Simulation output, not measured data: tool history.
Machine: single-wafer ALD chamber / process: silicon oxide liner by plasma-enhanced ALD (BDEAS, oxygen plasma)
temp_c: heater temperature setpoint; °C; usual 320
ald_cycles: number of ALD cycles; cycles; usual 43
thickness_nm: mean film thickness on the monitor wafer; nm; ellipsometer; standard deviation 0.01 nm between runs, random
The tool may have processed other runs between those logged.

run   hour  temp_c  ald_cycles  wafers since the last listed run  hours since the last thermocouple change  hours since the gauge calibration  read-back reference wafer on the same gauge, thickness_nm  thickness_nm
  1    0.0     329          43                                 0                                    2424.6                              192.3                                                      3.407         4.055
  2   11.1     329          43                                86                                    2435.7                              203.4                                                      3.409         4.037
  3   19.4     329          43                                64                                    2444.0                              211.7                                                      3.411         4.029
  4   31.4     320          46                                93                                    2456.0                              223.7                                                      3.414         4.390
  5   45.3     325          41                               108                                    2469.9                              237.6                                                      3.417         3.874
  6   62.8     320          43                               136                                    2487.4                              255.1                                                      3.424         4.114
  7   78.7     320          43                               124                                    2503.3                              271.0                                                      3.426         4.114
  8   95.7     320          43                               132                                    2520.3                              288.0                                                      3.429         4.131
  9  110.2     320          43                               113                                    2534.8                              302.5                                                      3.434         4.117
     122.0  -- gauge calibrated
 10  127.7     320          43                               136                                    2552.3                                5.7                                                      3.384         4.062
 11  136.1     316          48                                65                                    2560.7                               14.1                                                      3.381         4.543
 12  151.1     313          38                               117                                    2575.7                               29.1                                                      3.386         3.621
 13  168.0     320          36                               131                                    2592.6                               46.0                                                      3.383         3.395
 14  181.3     332          43                               103                                    2605.9                               59.3                                                      3.385         3.993
     202.6  -- thermocouple changed; heater temperature recalibrated
 15  203.1     316          47                               107                                       0.5                               81.1                                                      3.385         4.473
 16  203.5     320          43                                 3                                       0.9                               81.5                                                      3.387         4.072
 17  217.0     309          37                               105                                      14.4                               95.0                                                      3.385         3.549
 18  227.4     320          43                                81                                      24.8                              105.4                                                      3.389         4.055
 19  236.0     334          36                                67                                      33.4                              114.0                                                      3.388         3.334
 20  246.1     329          37                                78                                      43.5                              124.1                                                      3.391         3.458
 21  253.8     309          43                                60                                      51.2                              131.8                                                      3.390         4.136

Branching from run 21: 3 alternative next runs. What would each branch give?
  A  254.3     330          43                                 3                                      51.7                              132.3                                                          ?             ?
  B  254.3     312          38                                 3                                      51.7                              132.3                                                          ?             ?
  C  254.3     327          36                                 3                                      51.7                              132.3                                                          ?             ?

run  read-back reference wafer on the same gauge, thickness_nm  thickness_nm
  A                                                      3.390         3.996
  B                                                      3.390         3.629
  C                                                      3.390         3.361
Had the tool no hidden state, the same runs would have come out as:
run  thickness_nm
  A         3.994
  B         3.627
  C         3.359
